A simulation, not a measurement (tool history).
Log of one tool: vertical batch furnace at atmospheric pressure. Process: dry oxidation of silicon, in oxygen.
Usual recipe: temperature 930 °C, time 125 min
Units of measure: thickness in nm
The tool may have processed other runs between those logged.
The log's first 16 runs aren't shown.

| run | hour | temperature | time | read-back reference wafer on the same gauge, thickness | thickness |
|---|---|---|---|---|---|
| 17 | 1142.6 | 955 | 175.5 | 60.85 | 81.87 |
| 18 | 1189.5 | 947 | 125 | 60.9 | 62.78 |
| 19 | 1239.8 | 942 | 147 | 60.87 | 66.19 |
| 20 | 1324.3 | 920 | 87 | 60.93 | 42.44 |
| 21 | 1430.5 | 930 | 70.5 | 60.92 | 41.33 |
| 22 | 1482.5 | 930 | 125 | 60.86 | 54.85 |
| 23 | 1523.7 | 930 | 125 | 60.89 | 55.02 |
| 24 | 1564.6 | 938 | 163.5 | 60.92 | 68.87 |
| 25 | 1602 | 930 | 125 | 60.93 | 54.87 |
| 26 | 1677.6 | 952 | 66.5 | 60.88 | 46.39 |
|  | 1778.6 | boat lift adjusted |
| 27 | 1779.1 | 953 | 125 | 60.87 | 66 |
| 28 | 1844.3 | 920 | 87 | 60.88 | 42.25 |
| 29 | 1899.9 | 930 | 125 | 60.87 | 54.93 |
| 30 | 1971.8 | 930 | 125 | 60.9 | 55.19 |
| 31 | 2060.5 | 906 | 85.5 | 60.89 | 38.3 |
| 32 | 2106.1 | 949 | 94.5 | 60.88 | 54.55 |
| 33 | 2198.7 | 930 | 125 | 60.91 | 55.33 |
| 34 | 2281.1 | 906 | 125 | 60.91 | 45.7 |
| 35 | 2518.2 | 950 | 101.5 | 60.89 | 57.08 |
|  | 2547.7 | gauge calibrated |
| 36 | 2561.3 | 949 | 144.5 | 60.92 | 69.72 |
| 37 | 2634.4 | 930 | 100 | 60.93 | 49.03 |
| 38 | 2740.9 | 930 | 125 | 60.92 | 55.2 |
| 39 | 2777.1 | 908 | 92.5 | 60.92 | 40.47 |

Branching from run 39: 4 alternative next runs. What would each branch give?
| A | 2784.1 | 915 | 125 | ? | ? |
| B | 2784.1 | 907 | 105 | ? | ? |
| C | 2784.1 | 930 | 83.5 | ? | ? |
| D | 2784.1 | 948 | 150.5 | ? | ? |

| run | read-back reference wafer on the same gauge, thickness | thickness |
|---|---|---|
| A | 60.89 | 49.2 |
| B | 60.89 | 42.65 |
| C | 60.89 | 45.08 |
| D | 60.89 | 71.42 |
What these runs would have given with no unlogged condition in the tool:
| run | thickness |
|---|---|
| A | 48.92 |
| B | 42.44 |
| C | 44.84 |
| D | 71.01 |
